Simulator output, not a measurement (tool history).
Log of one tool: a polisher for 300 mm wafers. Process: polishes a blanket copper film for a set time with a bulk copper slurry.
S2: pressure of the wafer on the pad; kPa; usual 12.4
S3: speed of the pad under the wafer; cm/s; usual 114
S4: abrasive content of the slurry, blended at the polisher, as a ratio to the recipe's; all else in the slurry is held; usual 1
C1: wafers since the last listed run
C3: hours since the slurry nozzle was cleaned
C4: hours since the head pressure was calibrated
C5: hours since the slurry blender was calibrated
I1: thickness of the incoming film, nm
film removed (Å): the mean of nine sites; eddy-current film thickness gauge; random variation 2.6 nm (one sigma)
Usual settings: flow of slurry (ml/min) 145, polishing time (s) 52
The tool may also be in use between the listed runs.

Run 1, hour 0: usual settings; C1 0; wafers polished on this pad 153; C3 12.4; C4 466.2; C5 4.8; I1 2963.9. Result: film removed (Å) 4234.
Run 2, hour 23.4: usual settings; C1 161; wafers polished on this pad 314; C3 35.8; C4 489.6; C5 28.2; I1 2947.4. Result: film removed (Å) 4231.
Run 3, hour 36.4: usual settings but S4 0.75; C1 89; wafers polished on this pad 403; C3 48.8; C4 502.6; C5 41.2; I1 2954.6. Result: film removed (Å) 3740.
Run 4, hour 143: usual settings but S4 1.15; C1 733; wafers polished on this pad 1137; C3 155.4; C4 609.2; C5 147.8; I1 2926.1. Result: film removed (Å) 4330.
At hour 170.2: worn pad replaced by a new one.
Run 5, hour 170.7: usual settings but S4 1.15; C1 163; wafers polished on this pad 3; C3 183.1; C4 636.9; C5 175.5; I1 2972.6. Result: film removed (Å) 4345.
Run 6, hour 179.4: usual settings; C1 59; wafers polished on this pad 63; C3 191.8; C4 645.6; C5 184.2; I1 2952.1. Result: film removed (Å) 4125.
Run 7, hour 197.6: usual settings; C1 125; wafers polished on this pad 188; C3 210; C4 663.8; C5 202.4; I1 2982.2. Result: film removed (Å) 4101.
Run 8, hour 219.6: usual settings but S2 11 kPa; C1 151; wafers polished on this pad 339; C3 232; C4 685.8; C5 224.4; I1 3009.5. Result: film removed (Å) 3656.
Run 9, hour 247.5: usual settings but S2 11 kPa; C1 191; wafers polished on this pad 531; C3 259.9; C4 713.7; C5 252.3; I1 2985.8. Result: film removed (Å) 3591.
Run 10, hour 270.5: usual settings but S3 142 cm/s; C1 158; wafers polished on this pad 689; C3 282.9; C4 736.7; C5 275.3; I1 2990.3. Result: film removed (Å) 4795.
Run 11, hour 301.4: usual settings but S3 142 cm/s; C1 212; wafers polished on this pad 902; C3 313.8; C4 767.6; C5 306.2; I1 3014.2. Result: film removed (Å) 4808.
Run 12, hour 332.8: usual settings; C1 216; wafers polished on this pad 1118; C3 345.2; C4 799; C5 337.6; I1 2965. Result: film removed (Å) 4063.
Run 13, hour 348.6: usual settings; C1 108; wafers polished on this pad 1227; C3 361; C4 814.8; C5 353.4; I1 2938.1. Result: film removed (Å) 3996.
At hour 359.7: worn pad replaced by a new one.
At hour 414.5: slurry blender recalibrated.
Run 14, hour 450.8: usual settings but S2 15.9 kPa, S3 140 cm/s; C1 661; wafers polished on this pad 612; C3 463.2; C4 917; C5 36.3; I1 2920.6. Result: film removed (Å) 6361.
Run 15, hour 485.1: usual settings but S2 9.7 kPa, S3 90 cm/s, S4 0.75, polishing time (s) 60; C1 236; wafers polished on this pad 848; C3 497.5; C4 951.3; C5 70.6; I1 3003.9. Result: film removed (Å) 2807.
Run 16, hour 501.1: usual settings but flow of slurry (ml/min) 100, polishing time (s) 69; C1 110; wafers polished on this pad 959; C3 513.5; C4 967.3; C5 86.6; I1 2905.7. Result: film removed (Å) 5077.
Run 17, hour 528.3: usual settings but flow of slurry (ml/min) 110, S2 13.8 kPa; C1 187; wafers polished on this pad 1146; C3 540.7; C4 994.5; C5 113.8; I1 2946.3. Result: film removed (Å) 4293.
At hour 541.9: worn pad replaced by a new one.
Run 18, hour 546: usual settings but flow of slurry (ml/min) 185, S4 0.75; C1 94; wafers polished on this pad 28; C3 558.4; C4 1012.2; C5 131.5; I1 2944.1. Result: film removed (Å) 3869.
Run 19, hour 562.1: usual settings but flow of slurry (ml/min) 195, S2 14.5 kPa; C1 110; wafers polished on this pad 139; C3 574.5; C4 1028.3; C5 147.6; I1 2966.7. Result: film removed (Å) 5094.
Run 20, hour 584.5: usual settings but flow of slurry (ml/min) 165, S2 9.7 kPa, polishing time (s) 38; C1 154; wafers polished on this pad 293; C3 596.9; C4 1050.7; C5 170; I1 3031.5. Result: film removed (Å) 2395.
At hour 614.8: slurry nozzle cleaned.
Run 21, hour 637.2: usual settings but flow of slurry (ml/min) 180, S2 13.8 kPa, S4 0.9; C1 355; wafers polished on this pad 649; C3 22.4; C4 1103.4; C5 222.7; I1 2923.9. Result: film removed (Å) 4472.
At hour 653.2: head pressure recalibrated.
Run 22, hour 669.5: usual settings but polishing time (s) 58; C1 208; wafers polished on this pad 857; C3 54.7; C4 16.3; C5 255; I1 2974.7. Result: film removed (Å) 4494.
At hour 704.7: worn pad replaced by a new one.
Run 23, hour 705.2: usual settings; C1 218; wafers polished on this pad 3; C3 90.4; C4 52; C5 290.7; I1 2921.7. Result: film removed (Å) 4028.
Run 24, hour 731.4: usual settings; C1 180; wafers polished on this pad 183; C3 116.6; C4 78.2; C5 316.9; I1 2978.3. Result: film removed (Å) 3994.
Run 25, hour 743.5: usual settings but S3 124 cm/s; C1 83; wafers polished on this pad 266; C3 128.7; C4 90.3; C5 329; I1 2947.6. Result: film removed (Å) 4339.
At hour 768.7: slurry blender recalibrated.
Run 26, hour 777.1: usual settings; C1 217; wafers polished on this pad 484; C3 162.3; C4 123.9; C5 8.4; I1 2958.6. Result: film removed (Å) 4207.
Run 27, hour 795.4: usual settings but flow of slurry (ml/min) 115, S2 9 kPa, S4 1.3; C1 125; wafers polished on this pad 610; C3 180.6; C4 142.2; C5 26.7; I1 2909.4. Result: film removed (Å) 3109.
Run 28, hour 823.8: usual settings but polishing time (s) 62; C1 195; wafers polished on this pad 805; C3 209; C4 170.6; C5 55.1; I1 2968.9. Result: film removed (Å) 5036.
Run 29, hour 845.7: usual settings but polishing time (s) 60; C1 150; wafers polished on this pad 956; C3 230.9; C4 192.5; C5 77; I1 2975.3. Result: film removed (Å) 4778.
Run 30, hour 871.5: usual settings but flow of slurry (ml/min) 175; C1 177; wafers polished on this pad 1133; C3 256.7; C4 218.3; C5 102.8; I1 3002.5. Result: film removed (Å) 4296.

Hidden state at the last listed run before each entry between runs and at the first one after, where it differs:
Between runs 4 and 5: worn pad replaced by a new one (hour 170.2)
  abrasive missing from the slurry, %: 6.23 -> 7.3
  measured less the result without the state, film removed (Å): -108 -> -128
Between runs 13 and 14: worn pad replaced by a new one (hour 359.7); slurry blender recalibrated (hour 414.5)
  abrasive missing from the slurry, %: 14.1 -> 1.74
  measured less the result without the state, film removed (Å): -238 -> -41
Between runs 17 and 18: worn pad replaced by a new one (hour 541.9)
  abrasive missing from the slurry, %: 4.73 -> 5.41
  measured less the result without the state, film removed (Å): -78 -> -75
Between runs 20 and 21: slurry nozzle cleaned (hour 614.8)
  abrasive missing from the slurry, %: 6.89 -> 8.92
  measured less the result without the state, film removed (Å): -64 -> -155
Between runs 21 and 22: head pressure recalibrated (hour 653.2)
  abrasive missing from the slurry, %: 8.92 -> 10.2
  measured less the result without the state, film removed (Å): -155 -> -184
Between runs 22 and 23: worn pad replaced by a new one (hour 704.7)
  abrasive missing from the slurry, %: 10.2 -> 11.5
  measured less the result without the state, film removed (Å): -184 -> -190
Between runs 25 and 26: slurry blender recalibrated (hour 768.7)
  abrasive missing from the slurry, %: 13 -> 1.36
  measured less the result without the state, film removed (Å): -235 -> -21
